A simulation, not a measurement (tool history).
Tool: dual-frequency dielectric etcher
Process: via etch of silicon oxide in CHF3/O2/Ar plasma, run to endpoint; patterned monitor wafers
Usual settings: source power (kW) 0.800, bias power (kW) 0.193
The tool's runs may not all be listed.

run,day,source power (kW),bias power (kW),wafers since the last listed run,hours since the last wet clean,hours since the last source power generator calibration,hours since the last bias power generator calibration,hours since the last upper electrode change,"incoming incoming film thickness, nm",endpoint time (s)
1,0.000,0.800,0.193,0,473.2,2957.5,1249.3,4530.9,586.3,236.9
2,1.421,0.800,0.193,154,507.3,2991.6,1283.4,4565.0,589.1,236.9
3,2.858,0.800,0.193,156,541.8,3026.1,1317.9,4599.5,583.8,237.6
4,4.271,0.800,0.210,153,575.7,3060.0,1351.8,4633.4,590.6,234.1
# day 5.754: wet clean of the chamber
5,5.775,0.890,0.193,54,0.5,3096.1,1387.9,4669.5,583.0,225.1
6,6.688,0.890,0.193,99,22.4,3118.0,1409.8,4691.4,588.5,230.7
# day 6.867: source power generator calibrated
7,7.833,0.890,0.193,106,49.9,23.2,1437.3,4718.9,583.7,229.3
# day 9.029: upper electrode replaced
8,9.050,0.850,0.219,23,79.1,52.4,1466.5,0.5,583.6,221.3
9,10.175,0.800,0.193,122,106.1,79.4,1493.5,27.5,585.8,235.7
# day 11.483: bias power generator calibrated
10,11.500,0.800,0.193,125,137.9,111.2,0.4,59.3,582.1,237.0
11,12.375,0.710,0.193,95,158.9,132.2,21.4,80.3,589.5,251.0
12,13.692,0.960,0.193,143,190.5,163.8,53.0,111.9,586.6,225.3
13,14.383,0.720,0.171,75,207.1,180.4,69.6,128.5,583.5,256.6
14,15.846,0.610,0.193,159,242.2,215.5,104.7,163.6,589.9,267.9

4 ways to go on from here, each from the tool as it stands after run 14. What would each give?
A,15.867,0.800,0.193,2,242.7,216.0,105.2,164.1,585.9,?
B,15.867,0.720,0.147,2,242.7,216.0,105.2,164.1,585.9,?
C,15.867,0.800,0.160,2,242.7,216.0,105.2,164.1,585.9,?
D,15.867,0.690,0.208,2,242.7,216.0,105.2,164.1,585.9,?

run,endpoint time (s)
A,235.0
B,269.5
C,250.8
D,242.9
Without the tool's hidden state the same runs would have given:
run,endpoint time (s)
A,235.0
B,269.5
C,250.8
D,242.9
